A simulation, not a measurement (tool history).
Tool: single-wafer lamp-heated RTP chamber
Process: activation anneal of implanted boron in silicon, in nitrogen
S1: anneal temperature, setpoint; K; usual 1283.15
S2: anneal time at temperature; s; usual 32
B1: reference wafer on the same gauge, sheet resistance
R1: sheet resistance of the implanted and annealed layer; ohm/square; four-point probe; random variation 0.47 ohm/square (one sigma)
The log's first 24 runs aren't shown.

run 25 hour=1095.3 | S1=1275.15 S2=26 | B1=106.04 | R1=125.46
run 26 hour=1156.0 | S1=1283.15 S2=32 | B1=106.14 | R1=122.92
-- hour=1214.4 pyrometer window cleaned and pyrometer calibrated
run 27 hour=1214.9 | S1=1271.15 S2=15 | B1=106.03 | R1=129.14
run 28 hour=1238.7 | S1=1283.15 S2=32 | B1=105.87 | R1=123.09
run 29 hour=1266.0 | S1=1283.15 S2=32 | B1=106.14 | R1=123.02
-- hour=1319.3 reflector plate cleaned
run 30 hour=1333.8 | S1=1269.15 S2=32 | B1=106.05 | R1=128.10
run 31 hour=1400.8 | S1=1283.15 S2=32 | B1=105.87 | R1=123.14
run 32 hour=1438.4 | S1=1300.15 S2=49 | B1=106.01 | R1=120.15
run 33 hour=1473.5 | S1=1297.15 S2=32 | B1=105.98 | R1=121.17
run 34 hour=1531.9 | S1=1262.15 S2=45 | B1=105.93 | R1=127.61
run 35 hour=1594.3 | S1=1299.15 S2=19 | B1=106.03 | R1=123.20
run 36 hour=1649.3 | S1=1275.15 S2=26 | B1=106.23 | R1=126.05
run 37 hour=1690.6 | S1=1283.15 S2=24 | B1=106.12 | R1=124.50
run 38 hour=1724.9 | S1=1307.15 S2=45 | B1=105.95 | R1=118.41

Forecast each of these 3 alternatives for the next run:
run A hour=1725.3 | S1=1283.15 S2=46 | B1=? | R1=?
run B hour=1725.3 | S1=1259.15 S2=20 | B1=? | R1=?
run C hour=1725.3 | S1=1268.15 S2=41 | B1=? | R1=?

run=A B1=105.95 R1=121.93
run=B B1=105.95 R1=131.74
run=C B1=105.95 R1=125.56
Without the tool's hidden state the same runs would have given:
run=A R1=123.52
run=B R1=136.16
run=C R1=128.01
